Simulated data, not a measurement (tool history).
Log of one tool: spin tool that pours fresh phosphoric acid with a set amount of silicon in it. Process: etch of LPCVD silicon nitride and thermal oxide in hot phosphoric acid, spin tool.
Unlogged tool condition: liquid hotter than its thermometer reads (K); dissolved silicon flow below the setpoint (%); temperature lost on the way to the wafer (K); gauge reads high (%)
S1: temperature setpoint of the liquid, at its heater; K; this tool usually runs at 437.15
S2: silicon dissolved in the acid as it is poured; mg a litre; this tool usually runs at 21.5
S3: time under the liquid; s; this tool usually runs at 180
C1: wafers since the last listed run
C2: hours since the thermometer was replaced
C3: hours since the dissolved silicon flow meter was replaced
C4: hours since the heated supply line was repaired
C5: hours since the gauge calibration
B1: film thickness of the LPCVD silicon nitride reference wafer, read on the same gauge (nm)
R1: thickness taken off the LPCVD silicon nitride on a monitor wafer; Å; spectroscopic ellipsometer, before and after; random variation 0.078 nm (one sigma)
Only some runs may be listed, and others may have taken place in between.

run	hour	S1	S2	S3	C1	C2	C3	C4	C5	B1	R1
1	0.0	437.15	21.5	180	0	947.2	952.9	582.9	733.6	112.77	198.9
2	38.7	437.15	21.5	180	256	985.9	991.6	621.6	772.3	112.85	200.2
3	142.4	435.65	21.5	180	687	1089.6	1095.3	725.3	876.0	113.22	191.0
4	237.2	437.15	21.5	260	628	1184.4	1190.1	820.1	970.8	113.51	289.2
5	319.1	437.15	21.5	260	543	1266.3	1272.0	902.0	1052.7	113.72	291.5
6	408.3	437.15	21.5	260	591	1355.5	1361.2	991.2	1141.9	114.05	291.7
# hour 419.2: thermometer replaced
7	512.4	437.15	21.5	180	683	93.2	1465.3	1095.3	1246.0	114.31	202.8
# hour 571.6: heated supply line repaired
8	597.9	438.15	21.5	180	560	178.7	1550.8	26.3	1331.5	114.63	209.9
9	655.8	438.65	5.5	85	384	236.6	1608.7	84.2	1389.4	114.75	100.6
10	709.1	434.65	9.0	250	353	289.9	1662.0	137.5	1442.7	114.93	258.5
# hour 710.6: gauge calibrated
# hour 711.2: dissolved silicon flow meter replaced
11	789.7	437.15	21.5	180	527	370.5	78.5	218.1	79.1	109.45	192.5
12	869.5	439.65	21.5	180	529	450.3	158.3	297.9	158.9	109.70	210.2
13	944.8	437.15	21.5	270	499	525.6	233.6	373.2	234.2	109.87	291.1
14	1031.0	435.15	21.5	180	571	611.8	319.8	459.4	320.4	110.17	180.8
15	1088.8	437.15	21.5	180	383	669.6	377.6	517.2	378.2	110.34	194.1

Predict each of these 5 candidate next runs independently; none follows another, all start after run 15:
A	1089.3	437.15	37.0	180	3	670.1	378.1	517.7	378.7	?	?
B	1089.3	439.65	33.0	180	3	670.1	378.1	517.7	378.7	?	?
C	1089.3	436.15	33.5	85	3	670.1	378.1	517.7	378.7	?	?
D	1089.3	439.15	5.0	90	3	670.1	378.1	517.7	378.7	?	?
E	1089.3	438.15	8.5	255	3	670.1	378.1	517.7	378.7	?	?

run	B1	R1
A	110.37	195.3
B	110.37	212.0
C	110.37	89.2
D	110.37	104.3
E	110.37	285.9
With no hidden state in the tool, these same runs would have given:
run	R1
A	194.7
B	211.3
C	88.9
D	104.0
E	285.0
